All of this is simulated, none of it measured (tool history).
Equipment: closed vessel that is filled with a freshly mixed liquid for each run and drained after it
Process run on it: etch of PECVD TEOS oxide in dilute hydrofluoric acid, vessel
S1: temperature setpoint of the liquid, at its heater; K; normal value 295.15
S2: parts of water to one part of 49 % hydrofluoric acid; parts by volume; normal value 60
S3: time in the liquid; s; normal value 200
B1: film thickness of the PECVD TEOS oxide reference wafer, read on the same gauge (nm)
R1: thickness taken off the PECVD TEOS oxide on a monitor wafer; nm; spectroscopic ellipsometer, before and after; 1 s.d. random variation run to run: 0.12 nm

run 1 hour=0.0 | S1=295.15 S2=60 S3=200 | B1=149.99 | R1=49.20
run 2 hour=8.1 | S1=295.15 S2=60 S3=200 | B1=149.98 | R1=49.37
run 3 hour=21.0 | S1=295.15 S2=60 S3=200 | B1=150.00 | R1=49.26
run 4 hour=35.2 | S1=295.15 S2=60 S3=200 | B1=149.99 | R1=49.08
run 5 hour=42.2 | S1=295.15 S2=60 S3=200 | B1=150.01 | R1=49.06
run 6 hour=59.7 | S1=295.15 S2=60 S3=200 | B1=149.98 | R1=49.29
run 7 hour=71.3 | S1=295.15 S2=60 S3=200 | B1=150.01 | R1=49.28
-- hour=97.5 hydrofluoric acid flow meter replaced
run 8 hour=109.3 | S1=295.15 S2=60 S3=200 | B1=150.02 | R1=52.21
run 9 hour=124.9 | S1=297.15 S2=50 S3=200 | B1=150.00 | R1=68.87
-- hour=126.2 gauge calibrated
run 10 hour=131.8 | S1=297.15 S2=50 S3=200 | B1=149.99 | R1=68.86
run 11 hour=143.5 | S1=296.65 S2=70 S3=85 | B1=150.01 | R1=19.87
run 12 hour=155.1 | S1=295.15 S2=60 S3=200 | B1=149.99 | R1=52.14
run 13 hour=163.6 | S1=295.15 S2=85 S3=200 | B1=149.99 | R1=35.62
run 14 hour=179.0 | S1=295.15 S2=30 S3=200 | B1=149.98 | R1=108.61
-- hour=184.9 thermometer replaced
run 15 hour=191.8 | S1=291.65 S2=45 S3=235 | B1=149.98 | R1=65.75
run 16 hour=200.9 | S1=292.65 S2=50 S3=275 | B1=150.02 | R1=71.94
run 17 hour=210.0 | S1=295.15 S2=60 S3=85 | B1=150.01 | R1=20.27
run 18 hour=221.5 | S1=299.65 S2=60 S3=200 | B1=149.98 | R1=57.30
run 19 hour=235.9 | S1=295.15 S2=30 S3=200 | B1=149.99 | R1=98.91
run 20 hour=245.9 | S1=295.15 S2=60 S3=200 | B1=150.00 | R1=47.88
run 21 hour=263.8 | S1=295.15 S2=85 S3=200 | B1=150.00 | R1=32.63

What if the next run were any one of these 3? Each begins from the tool's condition after run 21:
run A hour=264.5 | S1=295.15 S2=60 S3=200 | B1=? | R1=?
run B hour=264.5 | S1=295.15 S2=60 S3=150 | B1=? | R1=?
run C hour=264.5 | S1=291.15 S2=70 S3=300 | B1=? | R1=?

run=A B1=150.00 R1=47.72
run=B B1=150.00 R1=35.79
run=C B1=150.00 R1=51.27
Without the tool's hidden state the same runs would have given:
run=A R1=47.96
run=B R1=35.97
run=C R1=51.51
